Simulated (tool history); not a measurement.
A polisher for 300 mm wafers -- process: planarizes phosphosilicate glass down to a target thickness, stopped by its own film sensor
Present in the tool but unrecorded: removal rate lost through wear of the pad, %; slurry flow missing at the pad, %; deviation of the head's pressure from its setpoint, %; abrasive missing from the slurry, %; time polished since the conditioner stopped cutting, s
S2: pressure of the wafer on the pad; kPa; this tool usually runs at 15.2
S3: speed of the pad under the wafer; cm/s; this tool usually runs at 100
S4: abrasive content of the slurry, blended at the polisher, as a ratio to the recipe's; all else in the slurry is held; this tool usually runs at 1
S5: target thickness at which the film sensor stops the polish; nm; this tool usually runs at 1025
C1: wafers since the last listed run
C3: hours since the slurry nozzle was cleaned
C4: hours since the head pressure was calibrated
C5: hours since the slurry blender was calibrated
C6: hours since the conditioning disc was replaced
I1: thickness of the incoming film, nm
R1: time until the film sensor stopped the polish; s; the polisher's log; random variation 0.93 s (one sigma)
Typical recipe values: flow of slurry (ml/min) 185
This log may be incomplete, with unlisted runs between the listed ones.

Run 1, hour 0: usual settings; C1 0; wafers polished on this pad 581; C3 509.3; C4 346.2; C5 459.5; C6 429.9; I1 1650.7. Result: R1 127.2 s.
At hour 66.4: slurry blender recalibrated.
At hour 76.1: conditioning disc replaced and pad reconditioned.
At hour 177.5: slurry nozzle cleaned.
Run 2, hour 277.3: usual settings; C1 2417; wafers polished on this pad 2999; C3 99.8; C4 623.5; C5 210.9; C6 201.2; I1 1670. Result: R1 120.3 s.
At hour 352.5: head pressure recalibrated.
Run 3, hour 367.1: usual settings; C1 779; wafers polished on this pad 3778; C3 189.6; C4 14.6; C5 300.7; C6 291; I1 1650.1. Result: R1 119.1 s.
At hour 443.4: worn pad replaced by a new one.
Run 4, hour 457.5: usual settings; C1 767; wafers polished on this pad 125; C3 280; C4 105; C5 391.1; C6 381.4; I1 1659.3. Result: R1 120.3 s.
At hour 470.7: slurry blender recalibrated.
At hour 513.7: conditioning disc replaced and pad reconditioned.
Run 5, hour 527.4: usual settings; C1 585; wafers polished on this pad 710; C3 349.9; C4 174.9; C5 56.7; C6 13.7; I1 1659.4. Result: R1 113.4 s.
Run 6, hour 584.9: usual settings; C1 510; wafers polished on this pad 1220; C3 407.4; C4 232.4; C5 114.2; C6 71.2; I1 1654.2. Result: R1 114.7 s.
Run 7, hour 685.8: usual settings but flow of slurry (ml/min) 140, S4 0.8; C1 895; wafers polished on this pad 2116; C3 508.3; C4 333.3; C5 215.1; C6 172.1; I1 1670.4. Result: R1 147.6 s.
Run 8, hour 725.4: usual settings but S3 110 cm/s; C1 351; wafers polished on this pad 2468; C3 547.9; C4 372.9; C5 254.7; C6 211.7; I1 1663.2. Result: R1 117.2 s.
Run 9, hour 802.2: usual settings but S4 0.95; C1 681; wafers polished on this pad 3150; C3 624.7; C4 449.7; C5 331.5; C6 288.5; I1 1668.6. Result: R1 134.3 s.
At hour 866: slurry nozzle cleaned.
Run 10, hour 890: usual settings but S4 0.95; C1 770; wafers polished on this pad 3920; C3 24; C4 537.5; C5 419.3; C6 376.3; I1 1660.4. Result: R1 126.5 s.
Run 11, hour 951.3: usual settings but S3 86 cm/s, S5 1195 nm; C1 544; wafers polished on this pad 4465; C3 85.3; C4 598.8; C5 480.6; C6 437.6; I1 1677.8. Result: R1 103.5 s.
At hour 961.9: worn pad replaced by a new one.
At hour 966.2: slurry blender recalibrated.
Run 12, hour 1006.8: usual settings but S3 88 cm/s, S4 0.8, S5 907 nm; C1 439; wafers polished on this pad 381; C3 140.8; C4 654.3; C5 40.6; C6 493.1; I1 1635.2. Result: R1 175.7 s.
At hour 1040.6: conditioning disc replaced and pad reconditioned.
Run 13, hour 1095.3: usual settings but S4 1.1; C1 767; wafers polished on this pad 1149; C3 229.3; C4 742.8; C5 129.1; C6 54.7; I1 1662.6. Result: R1 108.8 s.
At hour 1139.2: head pressure recalibrated.
Run 14, hour 1190.1: usual settings but S3 120 cm/s, S5 1155 nm; C1 823; wafers polished on this pad 1973; C3 324.1; C4 50.9; C5 223.9; C6 149.5; I1 1664.2. Result: R1 83.3 s.
At hour 1380.2: worn pad replaced by a new one.
At hour 1459.9: slurry nozzle cleaned.
At hour 1469: slurry blender recalibrated.
At hour 1489.2: conditioning disc replaced and pad reconditioned.
Run 15, hour 1502.9: usual settings but flow of slurry (ml/min) 120, S3 134 cm/s, S4 0.75; C1 2697; wafers polished on this pad 1044; C3 43; C4 363.7; C5 33.9; C6 13.7; I1 1664.5. Result: R1 111.8 s.
Run 16, hour 1577.9: usual settings but flow of slurry (ml/min) 135, S2 10.3 kPa, S4 1.2, S5 838 nm; C1 665; wafers polished on this pad 1710; C3 118; C4 438.7; C5 108.9; C6 88.7; I1 1642.6. Result: R1 208.3 s.
Run 17, hour 1632.9: usual settings; C1 488; wafers polished on this pad 2198; C3 173; C4 493.7; C5 163.9; C6 143.7; I1 1682.1. Result: R1 122.8 s.
Run 18, hour 1730.4: usual settings but flow of slurry (ml/min) 140, S2 20 kPa, S3 132 cm/s, S4 0.9; C1 865; wafers polished on this pad 3064; C3 270.5; C4 591.2; C5 261.4; C6 241.2; I1 1658.6. Result: R1 86.6 s.
Run 19, hour 1776.6: usual settings but flow of slurry (ml/min) 215, S2 18.6 kPa; C1 410; wafers polished on this pad 3474; C3 316.7; C4 637.4; C5 307.6; C6 287.4; I1 1627.7. Result: R1 94.9 s.
At hour 1801.2: worn pad replaced by a new one.
Run 20, hour 1855.9: usual settings but S4 0.85; C1 668; wafers polished on this pad 485; C3 396; C4 716.7; C5 386.9; C6 366.7; I1 1665.9. Result: R1 135.6 s.
Run 21, hour 1893.6: usual settings but flow of slurry (ml/min) 170, S2 11 kPa, S3 124 cm/s, S5 1209 nm; C1 334; wafers polished on this pad 820; C3 433.7; C4 754.4; C5 424.6; C6 404.4; I1 1651.9. Result: R1 101.6 s.
Run 22, hour 1938.6: usual settings; C1 399; wafers polished on this pad 1219; C3 478.7; C4 799.4; C5 469.6; C6 449.4; I1 1661.7. Result: R1 126.2 s.
At hour 1949.1: slurry blender recalibrated.
At hour 1987.9: head pressure recalibrated.
At hour 2024.2: conditioning disc replaced and pad reconditioned.
Run 23, hour 2033.4: usual settings but S2 17.2 kPa, S3 124 cm/s, S4 0.7, S5 1103 nm; C1 788; wafers polished on this pad 2008; C3 573.5; C4 45.5; C5 84.3; C6 9.2; I1 1650.8. Result: R1 91.2 s.
Run 24, hour 2069.7: usual settings; C1 322; wafers polished on this pad 2330; C3 609.8; C4 81.8; C5 120.6; C6 45.5; I1 1682.6. Result: R1 123.9 s.

Forecast each of these 4 alternatives for the next run:
Run A, hour 2070.2: usual settings but S3 130 cm/s; C1 4; wafers polished on this pad 2335; C3 610.3; C4 82.3; C5 121.1; C6 46; I1 1674.4. Result: R1 ?.
Run B, hour 2070.2: usual settings but flow of slurry (ml/min) 215, S2 17.2 kPa, S3 112 cm/s, S5 927 nm; C1 4; wafers polished on this pad 2335; C3 610.3; C4 82.3; C5 121.1; C6 46; I1 1674.4. Result: R1 ?.
Run C, hour 2070.2: usual settings but S5 1230 nm; C1 4; wafers polished on this pad 2335; C3 610.3; C4 82.3; C5 121.1; C6 46; I1 1674.4. Result: R1 ?.
Run D, hour 2070.2: usual settings but flow of slurry (ml/min) 140, S2 10.3 kPa, S3 126 cm/s; C1 4; wafers polished on this pad 2335; C3 610.3; C4 82.3; C5 121.1; C6 46; I1 1674.4. Result: R1 ?.

run     R1
  A  100.6
  B  111.8
  C   84.1
  D  157.5
The same runs, with their run-to-run variation unchanged, on a tool lacking any hidden condition would have given:
run     R1
  A   89.7
  B  100.6
  C   75.8
  D  140.4
